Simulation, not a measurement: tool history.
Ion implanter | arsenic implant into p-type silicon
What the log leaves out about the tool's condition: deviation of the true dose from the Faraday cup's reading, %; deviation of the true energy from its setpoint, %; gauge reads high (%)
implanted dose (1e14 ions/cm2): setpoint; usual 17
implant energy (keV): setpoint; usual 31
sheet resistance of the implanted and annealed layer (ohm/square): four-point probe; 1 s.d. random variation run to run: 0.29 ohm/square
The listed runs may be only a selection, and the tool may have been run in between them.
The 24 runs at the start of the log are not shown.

run    hour  implanted dose (1e14 ions/cm2)  implant energy (keV)  wafers since the last listed run  hours since the last dose calibration  hours since the extraction supply was calibrated  hours since the gauge calibration  read-back reference wafer on the same gauge, sheet resistance  sheet resistance of the implanted and annealed layer (ohm/square)
 25    1405                           14.04                  36.5                              6066                                 2267.5                                             224.3                              567.1                                                         133.78                                                             112.11
 26  1443.7                           15.13                    22                              1104                                 2306.2                                               263                              605.8                                                         134.02                                                             138.13
 27  1649.6                              17                    31                              5875                                 2512.1                                             468.9                              811.7                                                         133.98                                                             113.96
 28  1677.5                           19.78                    38                               796                                   2540                                             496.8                              839.6                                                         133.94                                                              98.48
     1702.6  -- Faraday cup replaced and dose calibrated
 29  1746.6                           15.13                    28                              1743                                     44                                             565.9                              908.7                                                         134.03                                                             123.79
 30  1802.2                              17                    31                              1586                                   99.6                                             621.5                              964.3                                                         134.04                                                             113.67
 31  1853.5                           13.51                    36                              1463                                  150.9                                             672.8                             1015.6                                                         133.97                                                             114.05
 32  1913.9                           14.16                    42                              1723                                  211.3                                             733.2                               1076                                                         134.08                                                             104.93
 33  1959.3                           21.11                    21                              1295                                  256.7                                             778.6                             1121.4                                                         134.08                                                             133.63
 34  2013.5                           13.05                    35                              1546                                  310.9                                             832.8                             1175.6                                                         133.95                                                             117.01
 35  2071.9                           12.49                    35                              1666                                  369.3                                             891.2                               1234                                                         134.08                                                             119.19
 36  2133.2                           12.21                    40                              1749                                  430.6                                             952.5                             1295.3                                                         134.05                                                             113.98
 37  2183.7                              17                    38                              1441                                  481.1                                              1003                             1345.8                                                          134.1                                                             103.04
 38  2217.6                           13.31                  40.5                               967                                    515                                            1036.9                             1379.7                                                            134                                                             109.09

Consider 3 possible next runs. They are alternatives, not a sequence: every one starts from the tool as it was left by run 38. What does each give?
  A  2218                              17                    31                                11                                  515.4                                            1037.3                             1380.1                                                              ?                                                                  ?
  B  2218                              17                    41                                11                                  515.4                                            1037.3                             1380.1                                                              ?                                                                  ?
  C  2218                           20.42                  36.5                                11                                  515.4                                            1037.3                             1380.1                                                              ?                                                                  ?

run  read-back reference wafer on the same gauge, sheet resistance  sheet resistance of the implanted and annealed layer (ohm/square)
  A                                                         133.92                                                             113.57
  B                                                         133.92                                                              99.45
  C                                                         133.92                                                             100.15
Without the tool's unlogged condition, the same runs would have read:
run  sheet resistance of the implanted and annealed layer (ohm/square)
  A                                                             113.98
  B                                                              99.78
  C                                                             100.52
